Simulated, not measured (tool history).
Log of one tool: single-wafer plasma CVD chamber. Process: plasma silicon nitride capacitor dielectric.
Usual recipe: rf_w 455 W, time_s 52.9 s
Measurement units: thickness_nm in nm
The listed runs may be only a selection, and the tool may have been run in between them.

run	day	rf_w	time_s	wafers since the last listed run	hours since the last RF generator calibration	hours since the showerhead was replaced	hours since the gauge calibration	read-back reference wafer on the same gauge, thickness_nm	thickness_nm
1	0	455	52.9	0	817.4	4003.3	358.7	76.437	74.661
2	0.975	455	46.7	313	840.8	4026.7	382.1	76.311	65.867
3	1.475	455	46.7	160	852.8	4038.7	394.1	76.39	65.683
4	2.096	455	46.7	199	867.7	4053.6	409	76.359	65.63
5	3.071	455	52.9	313	891.1	4077	432.4	76.279	74.216
6	4.308	455	52.9	398	920.8	4106.7	462.1	76.16	74.63
7	5.446	455	52.9	365	948.1	4134	489.4	76.116	74.282
8	6.912	395	58.5	471	983.3	4169.2	524.6	76.067	78.48
9	8.312	455	52.9	450	1016.9	4202.8	558.2	76.059	73.957
10	9.158	455	52.9	272	1037.2	4223.1	578.5	76.028	74.043
11	9.821	455	52.9	213	1053.1	4239	594.4	76.002	73.764
12	10.4	500	52.9	186	1067	4252.9	608.3	76.021	76.198
13	11.567	455	52.9	375	1095	4280.9	636.3	75.893	73.988
14	12.567	455	52.9	321	1119	4304.9	660.3	75.918	74.12
# day 14.021: showerhead replaced
15	14.042	455	52.9	367	1154.4	0.5	695.7	75.934	74.122
16	14.458	455	52.9	134	1164.4	10.5	705.7	75.9	73.853
17	15.333	455	52.9	281	1185.4	31.5	726.7	75.843	73.734
18	16.158	455	52.9	265	1205.2	51.3	746.5	75.84	74.158
19	17.1	455	52.9	302	1227.8	73.9	769.1	75.793	73.965
20	18.308	425	60.8	388	1256.8	102.9	798.1	75.79	83.612
21	19.517	500	42.6	388	1285.8	131.9	827.1	75.808	61.174
22	20.475	530	43.5	308	1308.8	154.9	850.1	75.813	63.79
23	21.067	380	61.3	190	1323	169.1	864.3	75.811	81.131
24	24.433	370	57.2	1083	1403.8	249.9	945.1	75.774	74.883
25	25.446	455	45.8	325	1428.1	274.2	969.4	75.682	63.968
# day 25.762: gauge calibrated
# day 26.538: RF generator calibrated
26	26.558	455	52.9	250	0.5	300.9	19.1	77.855	75.779
27	27.529	385	52.9	312	23.8	324.2	42.4	77.72	71.863
28	28.975	455	52.9	465	58.5	358.9	77.1	77.433	75.523
29	29.788	430	63.2	261	78	378.4	96.6	77.386	88.25
30	31.133	455	52.9	433	110.3	410.7	128.9	77.15	75.073
31	31.842	410	52.9	227	127.3	427.7	145.9	77.067	72.952
32	33.404	385	47.9	502	164.8	465.2	183.4	76.879	64.592
33	34.438	395	43.6	332	189.6	490	208.2	76.896	59.289
34	35.108	380	62.8	215	205.7	506.1	224.3	76.746	84.161
35	35.779	405	44.9	215	221.8	522.2	240.4	76.639	61.269
36	36.908	500	42.6	363	248.9	549.3	267.5	76.583	61.839

Run 37 is up next; what results do you expect?
37	38.088	455	52.9	379	277.2	577.6	295.8	?	?

read-back reference wafer on the same gauge, thickness_nm: 76.459
thickness_nm: 74.741 nm
With the hidden condition absent and the run-to-run variation left alone, this run would have shown thickness_nm 76.427 nm.

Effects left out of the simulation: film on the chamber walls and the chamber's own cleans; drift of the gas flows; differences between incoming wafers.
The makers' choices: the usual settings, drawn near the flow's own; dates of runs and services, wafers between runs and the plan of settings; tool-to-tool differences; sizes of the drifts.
